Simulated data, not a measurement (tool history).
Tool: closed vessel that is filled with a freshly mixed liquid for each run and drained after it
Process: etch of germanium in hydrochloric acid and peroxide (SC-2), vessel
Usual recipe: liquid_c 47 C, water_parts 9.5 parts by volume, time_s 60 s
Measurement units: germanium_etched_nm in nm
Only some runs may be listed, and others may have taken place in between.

run	hour	liquid_c	water_parts	time_s	wafers since the last listed run	hours since the thermometer was replaced	hours since the chemicals flow meter was replaced	hours since the drum of peroxide was connected	hours since the gauge calibration	read-back film thickness of the germanium reference wafer, read on the same gauge (nm)	germanium_etched_nm
1	0	47	9.5	60	0	665.6	600.4	509.9	1950.5	80.01	168.08
2	49.6	47	9.5	60	4559	715.2	650	559.5	2000.1	80	167.67
3	137.5	47	9.5	60	8080	803.1	737.9	647.4	2088	80.02	168.2
4	232.9	47	9.5	60	8769	898.5	833.3	742.8	2183.4	80	168.03
5	312.8	47	9.5	60	7344	978.4	913.2	822.7	2263.3	80.01	168.46
6	417.1	47	9.5	60	9587	1082.7	1017.5	927	2367.6	80.03	168.31
7	491.3	47	9.5	60	6820	1156.9	1091.7	1001.2	2441.8	79.99	168.73
# hour 492.8: new drum of peroxide connected
8	567.9	47	9.5	60	6949	1233.5	1168.3	75.1	2518.4	79.99	169.08
9	626.6	47	7	60	5395	1292.2	1227	133.8	2577.1	79.98	172.3
10	732.1	47	7	60	9697	1397.7	1332.5	239.3	2682.6	80	173.46
11	835.2	47	7	60	9477	1500.8	1435.6	342.4	2785.7	79.99	174.16
# hour 916.6: chemicals flow meter replaced
12	921.4	47	9.5	60	7831	1587	4.8	428.6	2871.9	80.01	171
13	1004.2	47	9.5	60	7611	1669.8	87.6	511.4	2954.7	79.99	171.15
# hour 1050.4: thermometer replaced
14	1126.9	47	6.5	50	11187	76.5	210.3	634.1	3077.4	79.99	142.03
# hour 1134.9: gauge calibrated
15	1217.7	47	9.5	60	8346	167.3	301.1	724.9	82.8	80.01	167
16	1280.9	39	6	30	5809	230.5	364.3	788.1	146	80.02	65.45
17	1350.6	47	13	60	6407	300.2	434	857.8	215.7	79.99	160.86
18	1505.9	47	11.5	60	14275	455.5	589.3	1013.1	371	80	163.95
19	1569.5	50	9.5	30	5846	519.1	652.9	1076.7	434.6	79.98	92.11
20	1646.4	47	6.5	60	7068	596	729.8	1153.6	511.5	80	171.65
21	1708.1	47	9.5	60	5671	657.7	791.5	1215.3	573.2	80	168.51
# hour 1732.1: new drum of peroxide connected
22	1813.3	47	13.5	60	9578	762.9	896.7	81.2	678.4	80	162.58
23	1876.8	47	9.5	80	5837	826.4	960.2	144.7	741.9	80	223.85
24	2064.5	51	9.5	60	17254	1014.1	1147.9	332.4	929.6	79.98	192.54
25	2115.6	47	6.5	60	4697	1065.2	1199	383.5	980.7	79.99	174
26	2153.5	53.5	6	90	3483	1103.1	1236.9	421.4	1018.6	79.99	322.51
27	2254.7	51	9.5	60	9302	1204.3	1338.1	522.6	1119.8	79.99	192.59
28	2351.6	47	9.5	60	8907	1301.2	1435	619.5	1216.7	80	169.67
29	2416.7	47	9.5	60	5984	1366.3	1500.1	684.6	1281.8	80.02	169.84

Below are 5 alternative next runs, each starting from the tool's condition after run 29. Predict each:
A	2417.4	47	9.5	75	64	1367	1500.8	685.3	1282.5	?	?
B	2417.4	49.5	9.5	60	64	1367	1500.8	685.3	1282.5	?	?
C	2417.4	52.5	7	75	64	1367	1500.8	685.3	1282.5	?	?
D	2417.4	54.5	9.5	90	64	1367	1500.8	685.3	1282.5	?	?
E	2417.4	42	11	90	64	1367	1500.8	685.3	1282.5	?	?

run	read-back film thickness of the germanium reference wafer, read on the same gauge (nm)	germanium_etched_nm
A	79.99	213.61
B	79.99	184.97
C	79.99	259.67
D	79.99	323.77
E	79.99	215.11
What these runs would have given with no unlogged condition in the tool:
run	germanium_etched_nm
A	206.41
B	178.84
C	251.14
D	313.38
E	207.65
